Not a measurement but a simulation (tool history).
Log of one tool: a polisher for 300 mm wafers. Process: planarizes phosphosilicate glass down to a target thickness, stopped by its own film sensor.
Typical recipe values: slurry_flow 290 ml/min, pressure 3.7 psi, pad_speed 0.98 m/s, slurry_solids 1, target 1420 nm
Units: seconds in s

run,hour,slurry_flow,pressure,pad_speed,slurry_solids,target,wafers since the last listed run,wafers polished on this pad,hours since the slurry nozzle was cleaned,hours since the head pressure was calibrated,hours since the slurry blender was calibrated,hours since the conditioning disc was replaced,"incoming thickness of the incoming film, nm",seconds
1,0,290,3.7,1.2,1,1420,0,662,69.2,144,198.4,69.9,2114.5,55.1
2,24.2,290,3.7,1.2,1,1420,292,955,93.4,168.2,222.6,94.1,2077.5,52.5
3,48.1,290,3.7,0.98,1,1420,289,1244,117.3,192.1,246.5,118,2089.3,62.8
4,76.5,290,3.7,0.98,1,1420,343,1588,145.7,220.5,274.9,146.4,2046.8,59.2
# hour 105.9: worn pad replaced by a new one
5,108.1,290,3.7,0.98,1,1420,333,27,177.3,252.1,306.5,178,2099.1,64.6
6,124.9,290,3.7,0.98,1,1345,203,230,194.1,268.9,323.3,194.8,2073.4,69.6
# hour 127.4: head pressure recalibrated
7,190.3,290,3.7,0.98,1,1345,766,997,259.5,62.9,388.7,260.2,2079.2,68.4
# hour 221.7: slurry blender recalibrated
8,223.4,290,3.7,0.98,1,1420,376,1373,292.6,96,1.7,293.3,2054.9,58.3
9,247.6,290,3.7,1.3,0.8,1420,292,1665,316.8,120.2,25.9,317.5,2118.8,56.8
# hour 263.8: worn pad replaced by a new one
10,264.3,290,3.7,0.98,1,1420,153,6,333.5,136.9,42.6,334.2,2100.6,63.8
11,280.2,290,4.2,1.14,1,1589,192,198,349.4,152.8,58.5,350.1,2096.5,36.9
12,297.4,290,2.4,1.26,1,1268,208,406,366.6,170,75.7,367.3,2097.1,97.4
13,312.7,290,4.4,1.16,1,1324,185,591,381.9,185.3,91,382.6,2127.7,55.9
14,338.3,385,3.7,0.98,1.2,1487,309,901,407.5,210.9,116.6,408.2,2102.1,52.2
15,382.6,290,3.7,0.98,1,1420,535,1436,451.8,255.2,160.9,452.5,2091.8,64.2
# hour 416.9: worn pad replaced by a new one
16,418.3,290,3.7,0.98,1,1572,383,16,487.5,290.9,196.6,488.2,2072.6,47.2
# hour 426.9: slurry nozzle cleaned
17,439.9,290,3.7,0.98,1,1420,249,265,13,312.5,218.2,509.8,2103.8,63.4
18,463.7,290,2.9,0.98,1,1297,287,553,36.8,336.3,242,533.6,2056.3,90.5

The next listed run, before its measurement:
# hour 476.2: head pressure recalibrated
19,477.6,380,4.9,0.98,1,1420,143,697,50.7,1.4,255.9,547.5,2076.9,?

seconds: 43.9 s
With no hidden state in the tool, this same run would have given seconds 43.8 s.
